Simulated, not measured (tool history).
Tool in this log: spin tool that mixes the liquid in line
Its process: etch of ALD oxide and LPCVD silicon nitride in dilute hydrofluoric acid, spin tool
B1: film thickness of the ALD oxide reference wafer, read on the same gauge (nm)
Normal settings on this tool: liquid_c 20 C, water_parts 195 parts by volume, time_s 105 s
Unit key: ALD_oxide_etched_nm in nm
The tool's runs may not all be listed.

Run 1, day 0: usual settings but time_s 85 s; B1 80. Result: ALD_oxide_etched_nm 5.55 nm.
Run 2, day 1.492: usual settings but liquid_c 22.5 C; B1 79.99. Result: ALD_oxide_etched_nm 7.57 nm.
Run 3, day 3.717: usual settings; B1 80.02. Result: ALD_oxide_etched_nm 6.94 nm.
Run 4, day 6.1: usual settings; B1 80. Result: ALD_oxide_etched_nm 6.84 nm.
Run 5, day 7.508: usual settings; B1 80.01. Result: ALD_oxide_etched_nm 6.88 nm.
Run 6, day 8.542: usual settings but water_parts 170 parts by volume; B1 80. Result: ALD_oxide_etched_nm 8.2 nm.
At day 9.546: gauge calibrated.
Run 7, day 9.717: usual settings but water_parts 250 parts by volume; B1 80. Result: ALD_oxide_etched_nm 5.11 nm.
Run 8, day 11.554: usual settings; B1 79.99. Result: ALD_oxide_etched_nm 6.99 nm.
Run 9, day 13.95: usual settings; B1 79.99. Result: ALD_oxide_etched_nm 6.97 nm.
Run 10, day 16.338: usual settings but liquid_c 23.5 C; B1 80.02. Result: ALD_oxide_etched_nm 7.99 nm.
Run 11, day 17.379: usual settings but liquid_c 25 C, water_parts 270 parts by volume, time_s 125 s; B1 79.98. Result: ALD_oxide_etched_nm 6.75 nm.
At day 19.238: hydrofluoric acid flow meter replaced.
Run 12, day 19.808: usual settings; B1 79.98. Result: ALD_oxide_etched_nm 6.37 nm.

Run 13 has not been measured yet. What should we expect?
Run 13, day 22.196: usual settings but water_parts 235 parts by volume; B1 ?. Result: ALD_oxide_etched_nm ?.

Run 13 produced B1 80.04, ALD_oxide_etched_nm 5.09 nm.
With the hidden condition absent and the run-to-run variation left alone, this run would have shown ALD_oxide_etched_nm 5.44 nm.
